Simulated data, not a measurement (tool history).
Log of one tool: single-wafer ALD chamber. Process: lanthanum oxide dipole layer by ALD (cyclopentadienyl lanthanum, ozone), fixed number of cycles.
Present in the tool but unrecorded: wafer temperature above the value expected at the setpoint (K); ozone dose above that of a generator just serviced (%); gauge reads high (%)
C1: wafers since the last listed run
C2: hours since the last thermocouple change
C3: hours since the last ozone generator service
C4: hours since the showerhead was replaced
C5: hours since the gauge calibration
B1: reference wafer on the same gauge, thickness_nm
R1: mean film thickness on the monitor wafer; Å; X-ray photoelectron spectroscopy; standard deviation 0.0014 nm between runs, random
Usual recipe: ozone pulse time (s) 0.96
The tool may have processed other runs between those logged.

Run 1, day 0.000: usual settings; C1 0; C2 1302.4; C3 404.9; C4 2434.3; C5 539.5; B1 0.465. Result: R1 5.64 Å.
Run 2, day 2.821: usual settings; C1 1198; C2 1370.1; C3 472.6; C4 2502.0; C5 607.2; B1 0.465. Result: R1 5.67 Å.
Run 3, day 5.700: usual settings but ozone pulse time (s) 1.20; C1 1222; C2 1439.2; C3 541.7; C4 2571.1; C5 676.3; B1 0.465. Result: R1 5.96 Å.
Run 4, day 7.183: usual settings but ozone pulse time (s) 1.20; C1 629; C2 1474.8; C3 577.3; C4 2606.7; C5 711.9; B1 0.465. Result: R1 6.00 Å.
Run 5, day 8.942: usual settings but ozone pulse time (s) 1.12; C1 746; C2 1517.0; C3 619.5; C4 2648.9; C5 754.1; B1 0.465. Result: R1 5.90 Å.
Run 6, day 10.321: usual settings but ozone pulse time (s) 0.68; C1 585; C2 1550.1; C3 652.6; C4 2682.0; C5 787.2; B1 0.465. Result: R1 4.98 Å.
Run 7, day 11.358: usual settings; C1 440; C2 1575.0; C3 677.5; C4 2706.9; C5 812.1; B1 0.464. Result: R1 5.62 Å.
Run 8, day 14.112: usual settings but ozone pulse time (s) 1.14; C1 1169; C2 1641.1; C3 743.6; C4 2773.0; C5 878.2; B1 0.466. Result: R1 5.93 Å.
At day 15.429: gauge calibrated.
Run 9, day 15.783: usual settings but ozone pulse time (s) 1.14; C1 709; C2 1681.2; C3 783.7; C4 2813.1; C5 8.5; B1 0.465. Result: R1 5.88 Å.
Run 10, day 16.825: usual settings but ozone pulse time (s) 1.14; C1 442; C2 1706.2; C3 808.7; C4 2838.1; C5 33.5; B1 0.466. Result: R1 5.92 Å.
At day 18.254: ozone generator serviced.
Run 11, day 18.896: usual settings but ozone pulse time (s) 0.85; C1 737; C2 1755.9; C3 15.4; C4 2887.8; C5 83.2; B1 0.465. Result: R1 5.49 Å.
At day 20.708: thermocouple changed; heater temperature recalibrated.
Run 12, day 20.729: usual settings but ozone pulse time (s) 0.79; C1 637; C2 0.5; C3 59.4; C4 2931.8; C5 127.2; B1 0.466. Result: R1 5.38 Å.
Run 13, day 21.842: usual settings but ozone pulse time (s) 1.32; C1 472; C2 27.2; C3 86.1; C4 2958.5; C5 153.9; B1 0.464. Result: R1 6.13 Å.
Run 14, day 23.021: usual settings but ozone pulse time (s) 1.16; C1 500; C2 55.5; C3 114.4; C4 2986.8; C5 182.2; B1 0.464. Result: R1 5.99 Å.
Run 15, day 25.871: usual settings but ozone pulse time (s) 1.34; C1 1210; C2 123.9; C3 182.8; C4 3055.2; C5 250.6; B1 0.465. Result: R1 6.14 Å.
Run 16, day 28.292: usual settings; C1 1028; C2 182.0; C3 240.9; C4 3113.3; C5 308.7; B1 0.465. Result: R1 5.68 Å.
Run 17, day 30.596: usual settings but ozone pulse time (s) 0.85; C1 978; C2 237.3; C3 296.2; C4 3168.6; C5 364.0; B1 0.465. Result: R1 5.45 Å.
At day 32.250: showerhead replaced.
Run 18, day 33.250: usual settings but ozone pulse time (s) 0.60; C1 985; C2 301.0; C3 359.9; C4 24.0; C5 427.7; B1 0.465. Result: R1 4.77 Å.
Run 19, day 37.871: usual settings but ozone pulse time (s) 0.66; C1 1962; C2 411.9; C3 470.8; C4 134.9; C5 538.6; B1 0.465. Result: R1 4.96 Å.
Run 20, day 40.112: usual settings but ozone pulse time (s) 0.65; C1 952; C2 465.7; C3 524.6; C4 188.7; C5 592.4; B1 0.464. Result: R1 4.91 Å.
Run 21, day 41.875: usual settings but ozone pulse time (s) 0.83; C1 748; C2 508.0; C3 566.9; C4 231.0; C5 634.7; B1 0.465. Result: R1 5.39 Å.

Predict each of these 5 candidate next runs independently; none follows another, all start after run 21:
Run A, day 41.892: usual settings; C1 7; C2 508.4; C3 567.3; C4 231.4; C5 635.1; B1 ?. Result: R1 ?.
Run B, day 41.892: usual settings but ozone pulse time (s) 0.63; C1 7; C2 508.4; C3 567.3; C4 231.4; C5 635.1; B1 ?. Result: R1 ?.
Run C, day 41.892: usual settings but ozone pulse time (s) 0.59; C1 7; C2 508.4; C3 567.3; C4 231.4; C5 635.1; B1 ?. Result: R1 ?.
Run D, day 41.892: usual settings but ozone pulse time (s) 1.15; C1 7; C2 508.4; C3 567.3; C4 231.4; C5 635.1; B1 ?. Result: R1 ?.
Run E, day 41.892: usual settings but ozone pulse time (s) 0.64; C1 7; C2 508.4; C3 567.3; C4 231.4; C5 635.1; B1 ?. Result: R1 ?.

run     B1    R1
  A  0.465  5.62
  B  0.465  4.84
  C  0.465  4.71
  D  0.465  5.90
  E  0.465  4.87
Take away the tool's hidden state, keep each run's random variation, and the runs would have read:
run    R1
  A  5.70
  B  4.94
  C  4.82
  D  5.97
  E  4.97

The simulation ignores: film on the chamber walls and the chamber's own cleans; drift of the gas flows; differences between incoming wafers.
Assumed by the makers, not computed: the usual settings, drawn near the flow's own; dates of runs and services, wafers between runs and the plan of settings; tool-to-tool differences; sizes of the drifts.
